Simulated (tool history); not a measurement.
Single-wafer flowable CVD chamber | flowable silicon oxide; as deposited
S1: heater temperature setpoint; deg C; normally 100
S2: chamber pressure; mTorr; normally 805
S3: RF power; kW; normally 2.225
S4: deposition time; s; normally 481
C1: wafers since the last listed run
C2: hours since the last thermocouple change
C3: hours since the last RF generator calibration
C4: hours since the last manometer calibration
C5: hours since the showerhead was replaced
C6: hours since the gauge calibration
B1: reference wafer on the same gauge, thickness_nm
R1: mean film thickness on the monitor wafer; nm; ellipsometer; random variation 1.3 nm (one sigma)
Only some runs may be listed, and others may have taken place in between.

| run | day | S1 | S2 | S3 | S4 | C1 | C2 | C3 | C4 | C5 | C6 | B1 | R1 |
|---|---|---|---|---|---|---|---|---|---|---|---|---|---|
| 1 | 0 | 100 | 805 | 2.065 | 555 | 0 | 1645.4 | 1170.7 | 352.5 | 2423.8 | 350.3 | 292.115 | 361.787 |
| 2 | 2.125 | 100 | 805 | 2.065 | 555 | 236 | 1696.4 | 1221.7 | 403.5 | 2474.8 | 401.3 | 292.246 | 358.292 |
| 3 | 5.883 | 100 | 805 | 2.04 | 481 | 418 | 1786.6 | 1311.9 | 493.7 | 2565 | 491.5 | 291.906 | 308.763 |
| 4 | 7.683 | 100 | 805 | 2.225 | 481 | 200 | 1829.8 | 1355.1 | 536.9 | 2608.2 | 534.7 | 291.943 | 313.651 |
| 5 | 9.279 | 100 | 805 | 2.225 | 481 | 177 | 1868.1 | 1393.4 | 575.2 | 2646.5 | 573 | 291.897 | 313.809 |
| 6 | 10.808 | 100 | 805 | 2.225 | 481 | 170 | 1904.8 | 1430.1 | 611.9 | 2683.2 | 609.7 | 291.976 | 316.497 |
| 7 | 14.483 | 100 | 805 | 2.225 | 481 | 409 | 1993 | 1518.3 | 700.1 | 2771.4 | 697.9 | 291.943 | 314.333 |
| 8 | 18.321 | 100 | 805 | 1.98 | 481 | 427 | 2085.1 | 1610.4 | 792.2 | 2863.5 | 790 | 292.07 | 303.636 |
| 9 | 20.267 | 100 | 805 | 2.225 | 481 | 216 | 2131.8 | 1657.1 | 838.9 | 2910.2 | 836.7 | 292.143 | 310.236 |
| 10 | 22.612 | 100 | 805 | 2.225 | 481 | 261 | 2188.1 | 1713.4 | 895.2 | 2966.5 | 893 | 292.255 | 308.384 |
| 11 | 25.517 | 100 | 805 | 2.225 | 481 | 323 | 2257.8 | 1783.1 | 964.9 | 3036.2 | 962.7 | 291.984 | 309.817 |
| 12 | 29.071 | 100 | 886 | 2.225 | 481 | 395 | 2343.1 | 1868.4 | 1050.2 | 3121.5 | 1048 | 292.318 | 339.729 |
| 13 | 31.375 | 100 | 903 | 2.225 | 418 | 256 | 2398.4 | 1923.7 | 1105.5 | 3176.8 | 1103.3 | 292.069 | 301.511 |
| 14 | 35.567 | 100 | 805 | 2.225 | 481 | 466 | 2499 | 2024.3 | 1206.1 | 3277.4 | 1203.9 | 292.096 | 302.295 |
|  | 35.925 | thermocouple changed; heater temperature recalibrated |
| 15 | 39.25 | 109 | 805 | 2.225 | 481 | 373 | 79.8 | 2112.7 | 1294.5 | 3365.8 | 1292.3 | 292.148 | 224.055 |
| 16 | 41.838 | 100 | 805 | 2.225 | 481 | 288 | 141.9 | 2174.8 | 1356.6 | 3427.9 | 1354.4 | 291.762 | 297.473 |
|  | 42.358 | capacitance manometer re-zeroed and calibrated |
| 17 | 44.054 | 100 | 805 | 2.225 | 428 | 209 | 195.1 | 2228 | 40.7 | 3481.1 | 1407.6 | 291.99 | 281.918 |
| 18 | 48.554 | 112 | 805 | 1.785 | 399 | 501 | 303.1 | 2336 | 148.7 | 3589.1 | 1515.6 | 292.028 | 165.566 |
|  | 51.288 | RF generator calibrated |
|  | 51.546 | gauge calibrated |
| 19 | 51.596 | 100 | 805 | 2.225 | 481 | 301 | 376.1 | 7.4 | 221.7 | 3662.1 | 1.2 | 291.809 | 317.408 |
| 20 | 53.946 | 100 | 805 | 2.105 | 522 | 261 | 432.5 | 63.8 | 278.1 | 3718.5 | 57.6 | 292.222 | 338.373 |
|  | 54.858 | showerhead replaced |
| 21 | 57.158 | 100 | 805 | 2.425 | 481 | 320 | 509.6 | 140.9 | 355.2 | 55.2 | 134.7 | 291.985 | 319.228 |
| 22 | 61.533 | 115 | 691 | 1.93 | 415 | 487 | 614.6 | 245.9 | 460.2 | 160.2 | 239.7 | 291.858 | 137.478 |
| 23 | 63.783 | 100 | 706 | 2.565 | 540 | 250 | 668.6 | 299.9 | 514.2 | 214.2 | 293.7 | 291.985 | 316.225 |
| 24 | 66.325 | 100 | 689 | 2.06 | 481 | 283 | 729.6 | 360.9 | 575.2 | 275.2 | 354.7 | 291.758 | 262.431 |
| 25 | 70.258 | 100 | 805 | 2.225 | 481 | 438 | 824 | 455.3 | 669.6 | 369.6 | 449.1 | 292.099 | 311.685 |

Some steps in R1, run to run, broken into two amounts with sign: the step expected even without the hidden condition (settings, incoming material, random variation), and the rest, left for the hidden condition together with whatever gauge scatter is not in both the measured and the hidden-condition-free result:
What the log doesn't record here: wafer temperature above the value expected at the setpoint (K); delivered RF power above the setpoint (%); true pressure above the setpoint (%); gauge reads high (%).
Run 15 -> 16: S1 109 -> 100. R1 +73.418 nm: hidden state -5.433, all else +78.851.
Run 16 -> 17: S4 481 -> 428, capacitance manometer re-zeroed and calibrated. R1 -15.555 nm: hidden state +16.745, all else -32.3.
Run 21 -> 22: S1 100 -> 115, S2 805 -> 691, S3 2.425 -> 1.93, S4 481 -> 415. R1 -181.75 nm: hidden state +0.295, all else -182.045.
Run 22 -> 23: S1 115 -> 100, S2 691 -> 706, S3 1.93 -> 2.565, S4 415 -> 540. R1 +178.747 nm: hidden state -1.799, all else +180.546.
